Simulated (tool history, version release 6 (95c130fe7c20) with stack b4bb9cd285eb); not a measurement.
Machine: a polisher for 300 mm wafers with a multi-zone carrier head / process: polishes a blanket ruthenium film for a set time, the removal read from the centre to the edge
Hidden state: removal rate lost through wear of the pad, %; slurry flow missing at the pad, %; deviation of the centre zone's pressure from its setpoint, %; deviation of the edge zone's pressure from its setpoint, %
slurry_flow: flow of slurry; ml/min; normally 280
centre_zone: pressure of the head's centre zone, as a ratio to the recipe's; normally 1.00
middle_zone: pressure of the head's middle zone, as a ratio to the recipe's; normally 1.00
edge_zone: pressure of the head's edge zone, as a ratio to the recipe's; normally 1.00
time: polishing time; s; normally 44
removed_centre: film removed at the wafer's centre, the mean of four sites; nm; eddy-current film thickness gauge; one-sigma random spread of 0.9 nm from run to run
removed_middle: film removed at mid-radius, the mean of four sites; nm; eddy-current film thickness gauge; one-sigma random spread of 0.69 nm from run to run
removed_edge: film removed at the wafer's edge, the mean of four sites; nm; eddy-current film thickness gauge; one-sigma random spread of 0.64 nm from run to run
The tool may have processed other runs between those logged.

run	hour	slurry_flow	centre_zone	middle_zone	edge_zone	time	wafers since the last listed run	wafers polished on this pad	hours since the slurry nozzle was cleaned	hours since the centre zone pressure was calibrated	hours since the edge zone pressure was calibrated	hours since the carrier head's membrane was replaced	incoming thickness of the incoming film, nm	removed_centre	removed_middle	removed_edge
1	0.0	280	1.00	1.00	1.00	44	0	2951	117.4	572.2	665.0	1549.5	339.3	61.9	62.5	61.4
# hour 31.2: worn pad replaced by a new one
2	101.7	280	1.00	1.00	1.00	44	1351	974	219.1	673.9	766.7	1651.2	343.6	60.4	61.5	60.7
3	151.7	280	1.00	1.00	1.00	44	691	1666	269.1	723.9	816.7	1701.2	341.7	60.9	61.4	60.1
4	205.4	280	0.91	1.00	1.00	44	742	2409	322.8	777.6	870.4	1754.9	346.7	54.1	61.7	60.7
5	243.9	280	1.00	1.00	1.00	44	532	2941	361.3	816.1	908.9	1793.4	344.3	62.0	61.9	60.1
# hour 282.1: worn pad replaced by a new one
# hour 286.0: carrier head's membrane replaced by a new one
6	311.4	280	1.00	1.00	1.00	44	825	351	428.8	883.6	976.4	25.4	341.3	60.6	62.9	60.3
# hour 343.0: edge zone pressure recalibrated
7	355.5	360	1.00	1.00	1.00	44	582	934	472.9	927.7	12.5	69.5	332.7	63.9	62.2	62.1
8	403.7	280	1.00	1.00	1.00	44	666	1600	521.1	975.9	60.7	117.7	341.9	60.0	61.2	60.0
# hour 424.1: centre zone pressure recalibrated
9	443.2	280	1.00	1.00	1.00	44	518	2119	560.6	19.1	100.2	157.2	336.8	61.7	60.8	61.0
10	514.0	315	1.00	0.89	1.00	32	979	3098	631.4	89.9	171.0	228.0	340.2	46.0	42.6	44.5
# hour 526.8: worn pad replaced by a new one
11	575.2	280	1.00	0.92	1.00	44	791	669	692.6	151.1	232.2	289.2	343.3	60.8	59.6	60.5
12	613.3	185	1.00	1.05	0.93	48	526	1196	730.7	189.2	270.3	327.3	334.0	62.0	67.7	62.3
13	642.7	280	1.00	1.00	1.00	44	406	1603	760.1	218.6	299.7	356.7	345.1	59.6	61.0	60.0
14	700.5	330	1.00	1.00	1.00	44	799	2402	817.9	276.4	357.5	414.5	339.1	59.8	62.6	61.7
# hour 715.8: worn pad replaced by a new one
15	743.1	280	1.10	1.00	0.90	44	533	377	860.5	319.0	400.1	457.1	341.8	66.3	61.4	56.1
# hour 744.7: slurry nozzle cleaned
16	797.5	225	1.00	1.00	0.89	57	738	1116	52.8	373.4	454.5	511.5	339.5	76.0	78.0	74.2
17	845.8	280	1.00	1.00	0.91	44	668	1784	101.1	421.7	502.8	559.8	345.1	60.8	61.5	58.0
18	873.1	280	1.00	1.00	1.07	44	377	2161	128.4	449.0	530.1	587.1	336.9	61.0	63.1	62.9
19	928.6	280	1.00	1.00	1.00	44	767	2929	183.9	504.5	585.6	642.6	342.7	61.1	60.5	59.3
# hour 957.6: worn pad replaced by a new one
20	959.8	245	1.00	1.05	0.96	44	376	30	215.1	535.7	616.8	673.8	341.3	60.2	62.2	57.2
21	1008.8	280	1.00	1.00	1.00	44	677	708	264.1	584.7	665.8	722.8	336.8	62.0	62.8	61.5

What the log doesn't show, run by run:
removal rate lost through wear of the pad, %: 0, the same for each run
slurry flow missing at the pad, %: 0, the same for each run
deviation of the centre zone's pressure from its setpoint, %: 0, the same for each run
deviation of the edge zone's pressure from its setpoint, %: 0, the same for each run
